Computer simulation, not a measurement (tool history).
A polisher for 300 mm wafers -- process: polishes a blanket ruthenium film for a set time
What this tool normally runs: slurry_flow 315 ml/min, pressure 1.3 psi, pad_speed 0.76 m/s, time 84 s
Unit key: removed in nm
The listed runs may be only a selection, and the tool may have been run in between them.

run	day	slurry_flow	pressure	pad_speed	time	wafers since the last listed run	wafers polished on this pad	hours since the slurry nozzle was cleaned	hours since the head pressure was calibrated	incoming thickness of the incoming film, nm	removed
1	0	315	1.3	0.76	96	0	337	590.7	1260.5	425.3	43.4
2	0.458	315	1.3	0.76	96	121	459	601.7	1271.5	427.8	42.1
3	0.925	315	1.3	0.86	73	124	583	612.9	1282.7	436.3	36
4	1.421	315	1.3	0.76	84	131	715	624.8	1294.6	433	37.5
5	1.912	315	1.3	0.76	84	130	846	636.6	1306.4	430.3	37.6
6	2.546	245	1.3	0.76	84	168	1015	651.8	1321.6	433.1	35.6
# day 3.288: slurry nozzle cleaned
7	4.521	245	1.3	0.76	84	514	1529	29.6	1369	436.8	38.6
# day 4.983: worn pad replaced by a new one
8	5.129	245	1.3	0.76	84	117	38	44.2	1383.6	430.7	38.2
9	5.846	315	1.3	0.76	84	190	229	61.4	1400.8	425.9	38.8
10	6.383	315	1.3	0.76	84	143	372	74.3	1413.7	430.1	39.6
# day 6.862: head pressure recalibrated
11	6.883	315	1.3	0.76	84	110	483	86.3	0.5	435.6	44.3
12	7.458	315	1.3	0.76	84	153	636	100.1	14.3	434.7	45.2
13	7.988	315	1.3	0.76	84	140	777	112.8	27	426.3	44.4
14	8.621	315	1.3	0.86	84	168	945	128	42.2	431.4	48.9
15	9.233	315	1.8	0.76	84	162	1108	142.7	56.9	427.4	61.3
16	9.575	360	1.3	0.76	96	90	1199	150.9	65.1	431.1	50.7
# day 10.146: worn pad replaced by a new one
17	10.167	315	1.1	0.62	84	113	5	165.1	79.3	435.6	31.4
18	10.583	315	1.3	0.76	84	110	116	175.1	89.3	436	43.2
19	11.238	315	1.3	0.88	84	174	290	190.8	105	435.4	48.6
20	11.8	315	1.5	0.76	84	149	440	204.3	118.5	423.4	50.7
21	14.046	315	0.9	0.76	84	597	1038	258.2	172.4	430.8	29.1
22	14.654	385	1.7	0.66	93	161	1199	272.8	187	439.3	55.8
23	14.912	315	1.8	0.76	84	68	1268	279	193.2	434	57.6
# day 15.417: worn pad replaced by a new one
24	15.438	245	1.3	0.76	84	95	5	291.6	205.8	428	40.8
25	15.908	415	1.5	0.76	110	125	130	302.9	217.1	430.8	66
26	16.171	245	0.9	0.6	64	69	200	309.2	223.4	420.5	17.3
27	16.771	345	1.3	0.76	84	159	359	323.6	237.8	434.7	42
28	17.429	280	1.5	0.92	70	175	535	339.4	253.6	431.6	46.3
29	17.838	315	1	0.76	84	108	643	349.2	263.4	432.7	31.7
30	18.421	245	1.1	0.9	84	155	799	363.2	277.4	433.9	39.1
31	18.883	315	1.3	0.76	84	123	922	374.3	288.5	433.9	41.1
32	19.625	315	1.3	0.76	84	197	1119	392.1	306.3	438.4	41
33	20.129	315	1.3	0.76	58	134	1253	404.2	318.4	423.9	28.5
34	20.833	375	1.7	0.76	84	187	1441	421.1	335.3	434.2	53.6
# day 21.6: worn pad replaced by a new one
35	21.621	270	1.3	0.62	84	165	5	440	354.2	427.4	33.2
36	22.225	315	1.3	0.76	97	160	165	454.5	368.7	430.7	46.2
37	22.904	285	1.3	0.88	84	180	346	470.8	385	421.5	44.9

Difference, measured minus no-hidden-state, one row per run. Run-to-run variation is common to both terms; the gauge's own scatter need not be:
Hidden state present: removal rate lost through wear of the pad, %; slurry flow missing at the pad, %; deviation of the head's pressure from its setpoint, %.
run	removed
1	-8.8
2	-8.6
3	-7.4
4	-7.9
5	-8
6	-8.5
7	-5.8
8	-5.8
9	-5.8
10	-6
11	-0.7
12	-0.9
13	-1.1
14	-1.5
15	-2.1
16	-1.9
17	-1.3
18	-1.9
19	-2.5
20	-2.8
21	-2.1
22	-4.1
23	-4.5
24	-3.6
25	-5.2
26	-1.6
27	-3.8
28	-4.5
29	-3.1
30	-4.4
31	-4.3
32	-4.5
33	-3.2
34	-6
35	-4.3
36	-5.9
37	-6.1
